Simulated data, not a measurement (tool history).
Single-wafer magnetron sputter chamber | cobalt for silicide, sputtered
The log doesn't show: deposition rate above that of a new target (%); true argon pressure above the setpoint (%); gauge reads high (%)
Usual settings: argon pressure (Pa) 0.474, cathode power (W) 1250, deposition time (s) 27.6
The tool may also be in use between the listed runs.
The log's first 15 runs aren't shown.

run	hour	argon pressure (Pa)	cathode power (W)	deposition time (s)	wafers since the last listed run	wafers on the sputter target	hours since the last manometer calibration	hours since the magnet pack was replaced	hours since the gauge calibration	read-back reference wafer on the same gauge, thickness_nm	mean film thickness on the monitor wafer (nm)
# hour 669.3: sputter target and shields replaced
16	686.8	0.474	1250	27.6	1092	482	55.0	6013.2	1828.0	13.990	15.925
# hour 704.2: magnet pack replaced
17	732.0	0.579	950	23.0	1029	1511	100.2	27.8	1873.2	14.010	9.848
18	775.6	0.474	1250	27.6	1206	2718	143.8	71.4	1916.8	14.000	15.546
19	812.7	0.474	1250	23.8	1026	3744	180.9	108.5	1953.9	14.006	13.336
20	870.9	0.474	1250	27.6	1610	5354	239.1	166.7	2012.1	14.002	15.348
21	897.0	0.381	1050	23.0	722	6076	265.2	192.8	2038.2	13.995	11.219
# hour 935.9: gauge calibrated
22	966.3	0.474	1250	27.6	1917	7993	334.5	262.1	30.4	14.004	15.287
# hour 979.4: sputter target and shields replaced
23	1015.3	0.474	1400	25.9	1134	993	383.5	311.1	79.4	13.991	16.485
24	1077.3	0.474	1550	27.6	1715	2709	445.5	373.1	141.4	13.992	19.010
25	1139.5	0.474	1250	30.4	1720	4429	507.7	435.3	203.6	13.991	17.003
26	1182.7	0.329	1350	32.6	1195	5624	550.9	478.5	246.8	14.008	20.373
27	1253.2	0.622	1400	25.5	1950	7575	621.4	549.0	317.3	14.003	14.905
28	1277.5	0.595	1500	30.3	672	8247	645.7	573.3	341.6	13.991	19.230
# hour 1318.8: sputter target and shields replaced
29	1319.3	0.474	1050	31.3	935	13	687.5	615.1	383.4	13.998	15.470
30	1380.0	0.474	1250	27.6	1679	1692	748.2	675.8	444.1	14.001	15.695
31	1420.1	0.474	1100	27.6	1109	2801	788.3	715.9	484.2	13.988	13.809
32	1446.5	0.474	1250	27.6	730	3532	814.7	742.3	510.6	14.004	15.508
33	1496.7	0.474	1250	32.5	1388	4921	864.9	792.5	560.8	14.004	18.051
34	1605.4	0.474	1250	27.6	3007	7928	973.6	901.2	669.5	13.994	15.265

Forecast each of these 4 alternatives for the next run:
A	1605.8	0.474	1250	24.2	11	7939	974.0	901.6	669.9	?	?
B	1605.8	0.474	1350	25.4	11	7939	974.0	901.6	669.9	?	?
C	1605.8	0.474	1250	26.1	11	7939	974.0	901.6	669.9	?	?
D	1605.8	0.381	1350	25.7	11	7939	974.0	901.6	669.9	?	?

run	read-back reference wafer on the same gauge, thickness_nm	mean film thickness on the monitor wafer (nm)
A	14.006	13.370
B	14.006	15.066
C	14.006	14.420
D	14.006	15.712
Without the tool's hidden state the same runs would have given:
run	mean film thickness on the monitor wafer (nm)
A	14.037
B	15.817
C	15.139
D	16.485
